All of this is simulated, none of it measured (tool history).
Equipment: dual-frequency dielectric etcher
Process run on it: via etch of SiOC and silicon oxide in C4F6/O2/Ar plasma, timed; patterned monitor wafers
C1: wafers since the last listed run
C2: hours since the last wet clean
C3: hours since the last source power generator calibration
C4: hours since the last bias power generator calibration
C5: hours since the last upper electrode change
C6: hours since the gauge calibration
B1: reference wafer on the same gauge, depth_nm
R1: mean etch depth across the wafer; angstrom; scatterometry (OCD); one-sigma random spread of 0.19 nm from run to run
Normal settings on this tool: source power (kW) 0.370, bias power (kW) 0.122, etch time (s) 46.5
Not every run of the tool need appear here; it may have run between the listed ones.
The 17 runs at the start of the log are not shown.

Run 18, hour 213.1: usual settings but source power (kW) 0.420, etch time (s) 53.0; C1 205; C2 213.6; C3 158.2; C4 83.6; C5 93.7; C6 109.1; B1 39.62. Result: R1 502.6 angstrom.
Run 19, hour 229.3: usual settings but source power (kW) 0.430, bias power (kW) 0.148, etch time (s) 54.0; C1 277; C2 229.8; C3 174.4; C4 99.8; C5 109.9; C6 125.3; B1 39.59. Result: R1 567.2 angstrom.
Run 20, hour 244.9: usual settings but etch time (s) 36.5; C1 267; C2 245.4; C3 190.0; C4 115.4; C5 125.5; C6 140.9; B1 39.63. Result: R1 334.9 angstrom.
Run 21, hour 251.2: usual settings but bias power (kW) 0.099, etch time (s) 42.5; C1 107; C2 251.7; C3 196.3; C4 121.7; C5 131.8; C6 147.2; B1 39.56. Result: R1 352.0 angstrom.
Run 22, hour 273.8: usual settings but bias power (kW) 0.133; C1 386; C2 274.3; C3 218.9; C4 144.3; C5 154.4; C6 169.8; B1 39.62. Result: R1 441.3 angstrom.
Run 23, hour 281.6: usual settings but bias power (kW) 0.099; C1 133; C2 282.1; C3 226.7; C4 152.1; C5 162.2; C6 177.6; B1 39.61. Result: R1 389.5 angstrom.
Run 24, hour 287.8: usual settings; C1 106; C2 288.3; C3 232.9; C4 158.3; C5 168.4; C6 183.8; B1 39.61. Result: R1 422.1 angstrom.
Run 25, hour 295.8: usual settings but source power (kW) 0.420, bias power (kW) 0.106; C1 136; C2 296.3; C3 240.9; C4 166.3; C5 176.4; C6 191.8; B1 39.62. Result: R1 417.7 angstrom.
Run 26, hour 301.9: usual settings but source power (kW) 0.410, bias power (kW) 0.139, etch time (s) 52.5; C1 104; C2 302.4; C3 247.0; C4 172.4; C5 182.5; C6 197.9; B1 39.62. Result: R1 527.9 angstrom.
Run 27, hour 318.5: usual settings but source power (kW) 0.440, bias power (kW) 0.093, etch time (s) 38.0; C1 284; C2 319.0; C3 263.6; C4 189.0; C5 199.1; C6 214.5; B1 39.61. Result: R1 329.9 angstrom.
Run 28, hour 332.0: usual settings but source power (kW) 0.310; C1 231; C2 332.5; C3 277.1; C4 202.5; C5 212.6; C6 228.0; B1 39.59. Result: R1 399.8 angstrom.
Run 29, hour 344.4: usual settings; C1 212; C2 344.9; C3 289.5; C4 214.9; C5 225.0; C6 240.4; B1 39.61. Result: R1 425.1 angstrom.
Run 30, hour 352.6: usual settings but source power (kW) 0.440, bias power (kW) 0.131, etch time (s) 57.0; C1 140; C2 353.1; C3 297.7; C4 223.1; C5 233.2; C6 248.6; B1 39.59. Result: R1 576.0 angstrom.
Run 31, hour 368.6: usual settings; C1 273; C2 369.1; C3 313.7; C4 239.1; C5 249.2; C6 264.6; B1 39.60. Result: R1 429.2 angstrom.

Each row is a separate what-if for the run after 31, all from the same tool condition, not one after another. Results?
Run A, hour 369.0: usual settings; C1 6; C2 369.5; C3 314.1; C4 239.5; C5 249.6; C6 265.0; B1 ?. Result: R1 ?.
Run B, hour 369.0: usual settings but source power (kW) 0.410, bias power (kW) 0.140; C1 6; C2 369.5; C3 314.1; C4 239.5; C5 249.6; C6 265.0; B1 ?. Result: R1 ?.
Run C, hour 369.0: usual settings but source power (kW) 0.320, bias power (kW) 0.101; C1 6; C2 369.5; C3 314.1; C4 239.5; C5 249.6; C6 265.0; B1 ?. Result: R1 ?.

run     B1     R1
  A  39.61  429.4
  B  39.61  474.3
  C  39.61  372.7
What these runs would have given with no unlogged condition in the tool:
run     R1
  A  414.3
  B  457.7
  C  359.6
